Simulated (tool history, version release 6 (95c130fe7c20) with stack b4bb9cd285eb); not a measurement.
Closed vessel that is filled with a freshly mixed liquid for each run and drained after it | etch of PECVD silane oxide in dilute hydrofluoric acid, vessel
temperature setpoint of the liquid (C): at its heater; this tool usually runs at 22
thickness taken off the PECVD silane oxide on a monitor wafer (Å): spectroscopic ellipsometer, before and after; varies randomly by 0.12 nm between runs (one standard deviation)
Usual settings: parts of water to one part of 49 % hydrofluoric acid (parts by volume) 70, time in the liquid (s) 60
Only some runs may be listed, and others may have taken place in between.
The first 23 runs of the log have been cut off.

run,hour,temperature setpoint of the liquid (C),parts of water to one part of 49 % hydrofluoric acid (parts by volume),time in the liquid (s),wafers since the last listed run,hours since the thermometer was replaced,hours since the hydrofluoric acid flow meter was replaced,hours since the gauge calibration,"read-back film thickness of the PECVD silane oxide reference wafer, read on the same gauge (nm)",thickness taken off the PECVD silane oxide on a monitor wafer (Å)
# hour 1587.2: thermometer replaced
24,1595.6,24,70,40,5278,8.4,692.2,321.6,110.04,171.2
25,1654.5,17.5,90,30,6658,67.3,751.1,380.5,109.98,74.9
26,1722.1,25.5,105,60,7641,134.9,818.7,448.1,110.04,173.7
27,1812.5,27,70,75,10218,225.3,909.1,538.5,109.96,361.1
28,1911.3,18,70,60,11168,324.1,1007.9,637.3,110.04,197.9
29,2011.9,17.5,45,60,11371,424.7,1108.5,737.9,110.01,309.9
30,2125.9,22,70,80,12886,538.7,1222.5,851.9,109.96,308.9
31,2170.9,22,70,35,5086,583.7,1267.5,896.9,110.01,134.8

4 ways to go on from here, each from the tool as it stands after run 31. What would each give?
A,2171.6,22,70,60,79,584.4,1268.2,897.6,?,?
B,2171.6,22,90,60,79,584.4,1268.2,897.6,?,?
C,2171.6,25,35,30,79,584.4,1268.2,897.6,?,?
D,2171.6,17.5,50,85,79,584.4,1268.2,897.6,?,?

run,"read-back film thickness of the PECVD silane oxide reference wafer, read on the same gauge (nm)",thickness taken off the PECVD silane oxide on a monitor wafer (Å)
A,109.98,230.5
B,109.98,174.8
C,109.98,273.7
D,109.98,387.8
Take away the tool's hidden state, keep each run's random variation, and the runs would have read:
run,thickness taken off the PECVD silane oxide on a monitor wafer (Å)
A,246.5
B,187.2
C,292
D,413.9

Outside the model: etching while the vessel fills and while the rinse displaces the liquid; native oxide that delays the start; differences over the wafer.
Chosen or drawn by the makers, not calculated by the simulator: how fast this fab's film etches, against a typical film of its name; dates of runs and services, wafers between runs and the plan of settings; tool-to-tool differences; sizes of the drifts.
